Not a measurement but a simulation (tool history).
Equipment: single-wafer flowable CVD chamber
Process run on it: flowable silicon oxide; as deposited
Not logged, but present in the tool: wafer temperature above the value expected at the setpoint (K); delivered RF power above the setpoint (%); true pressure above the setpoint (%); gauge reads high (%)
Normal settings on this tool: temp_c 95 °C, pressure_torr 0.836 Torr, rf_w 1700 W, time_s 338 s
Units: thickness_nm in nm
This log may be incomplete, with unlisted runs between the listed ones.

run     day  temp_c  pressure_torr  rf_w  time_s  wafers since the last listed run  hours since the last thermocouple change  hours since the last RF generator calibration  hours since the last manometer calibration  hours since the showerhead was replaced  hours since the gauge calibration  read-back reference wafer on the same gauge, thickness_nm  thickness_nm
  1   0.000      95          0.836  1590     338                                 0                                    2027.1                                         1835.8                                       459.2                                   4425.4                              439.5                                                    291.169       231.724
  2   1.150      91          0.836  1700     338                               162                                    2054.7                                         1863.4                                       486.8                                   4453.0                              467.1                                                    291.109       274.945
  3   2.325      91          0.836  1700     338                               166                                    2082.9                                         1891.6                                       515.0                                   4481.2                              495.3                                                    291.078       273.996
  4   2.888      91          0.836  1700     338                                79                                    2096.4                                         1905.1                                       528.5                                   4494.7                              508.8                                                    291.262       275.226
  5   3.871      95          0.836  1700     338                               139                                    2120.0                                         1928.7                                       552.1                                   4518.3                              532.4                                                    291.052       234.779
  6   5.321      95          0.836  1700     338                               205                                    2154.8                                         1963.5                                       586.9                                   4553.1                              567.2                                                    291.239       234.823
  7   6.142      95          0.836  1700     338                               116                                    2174.5                                         1983.2                                       606.6                                   4572.8                              586.9                                                    290.915       235.887
      6.617  -- gauge calibrated
  8   6.854      95          0.836  1700     338                               100                                    2191.6                                         2000.3                                       623.7                                   4589.9                                5.7                                                    290.873       236.943
  9   8.325      95          0.836  1700     338                               208                                    2226.9                                         2035.6                                       659.0                                   4625.2                               41.0                                                    290.891       233.050
 10   9.096      95          0.836  1700     338                               109                                    2245.4                                         2054.1                                       677.5                                   4643.7                               59.5                                                    290.974       234.891
 11  10.221      95          0.836  1700     338                               159                                    2272.4                                         2081.1                                       704.5                                   4670.7                               86.5                                                    291.112       235.282
 12  11.250      95          0.836  1700     338                               145                                    2297.1                                         2105.8                                       729.2                                   4695.4                              111.2                                                    290.896       232.669
 13  11.900      95          0.836  1700     338                                91                                    2312.7                                         2121.4                                       744.8                                   4711.0                              126.8                                                    290.886       235.444
     13.342  -- capacitance manometer re-zeroed and calibrated
 14  13.362     103          0.938  1985     305                               159                                    2347.8                                         2156.5                                         0.5                                   4746.1                              161.9                                                    290.860       189.688
 15  14.004      95          0.661  1700     338                                90                                    2363.2                                         2171.9                                        15.9                                   4761.5                              177.3                                                    291.026       191.225
 16  15.071      90          0.836  1615     399                               150                                    2388.8                                         2197.5                                        41.5                                   4787.1                              202.9                                                    290.629       337.025
 17  16.421     103          0.908  1855     338                               190                                    2421.2                                         2229.9                                        73.9                                   4819.5                              235.3                                                    291.338       197.611
     17.171  -- showerhead replaced
 18  17.392      95          0.836  1700     338                                90                                    2444.5                                         2253.2                                        97.2                                      5.3                              258.6                                                    290.891       242.939
 19  18.625      95          0.687  1700     338                               174                                    2474.1                                         2282.8                                       126.8                                     34.9                              288.2                                                    291.162       197.033
     19.492  -- thermocouple changed; heater temperature recalibrated
 20  20.029      95          0.836  1700     302                               151                                      12.9                                         2316.5                                       160.5                                     68.6                              321.9                                                    291.065       234.266
     20.733  -- RF generator calibrated
 21  21.308      95          0.836  1590     338                               133                                      43.6                                           13.8                                       191.2                                     99.3                              352.6                                                    290.859       257.216
 22  22.167      91          0.836  1700     338                               121                                      64.2                                           34.4                                       211.8                                    119.9                              373.2                                                    290.942       305.614
 23  23.575      86          0.836  1700     338                               199                                      98.0                                           68.2                                       245.6                                    153.7                              407.0                                                    290.858       361.578
 24  24.679      95          0.836  1700     338                               156                                     124.5                                           94.7                                       272.1                                    180.2                              433.5                                                    290.603       259.785
 25  25.762      95          0.836  1430     338                               153                                     150.5                                          120.7                                       298.1                                    206.2                              459.5                                                    291.090       241.119
 26  26.808      95          0.836  1700     338                               147                                     175.6                                          145.8                                       323.2                                    231.3                              484.6                                                    290.980       256.833
 27  27.917     107          0.836  1865     338                               156                                     202.2                                          172.4                                       349.8                                    257.9                              511.2                                                    291.151       167.785
     27.950  -- gauge calibrated
 28  29.396      95          0.836  1365     302                               209                                     237.7                                          207.9                                       385.3                                    293.4                               34.7                                                    290.998       208.500

Alternative continuations, all from the tool just after run 28; predict every row:
  A  29.417      95          0.836  1700     338                                 2                                     238.2                                          208.4                                       385.8                                    293.9                               35.2                                                          ?             ?
  B  29.417      90          1.033  1700     338                                 2                                     238.2                                          208.4                                       385.8                                    293.9                               35.2                                                          ?             ?
  C  29.417      81          0.999  1810     338                                 2                                     238.2                                          208.4                                       385.8                                    293.9                               35.2                                                          ?             ?
  D  29.417      88          0.743  1700     362                                 2                                     238.2                                          208.4                                       385.8                                    293.9                               35.2                                                          ?             ?

run  read-back reference wafer on the same gauge, thickness_nm  thickness_nm
  A                                                    290.811       253.756
  B                                                    290.811       379.128
  C                                                    290.811       508.009
  D                                                    290.811       312.350
What these runs would have given with no unlogged condition in the tool:
run  thickness_nm
  A       266.680
  B       396.873
  C       530.278
  D       327.655

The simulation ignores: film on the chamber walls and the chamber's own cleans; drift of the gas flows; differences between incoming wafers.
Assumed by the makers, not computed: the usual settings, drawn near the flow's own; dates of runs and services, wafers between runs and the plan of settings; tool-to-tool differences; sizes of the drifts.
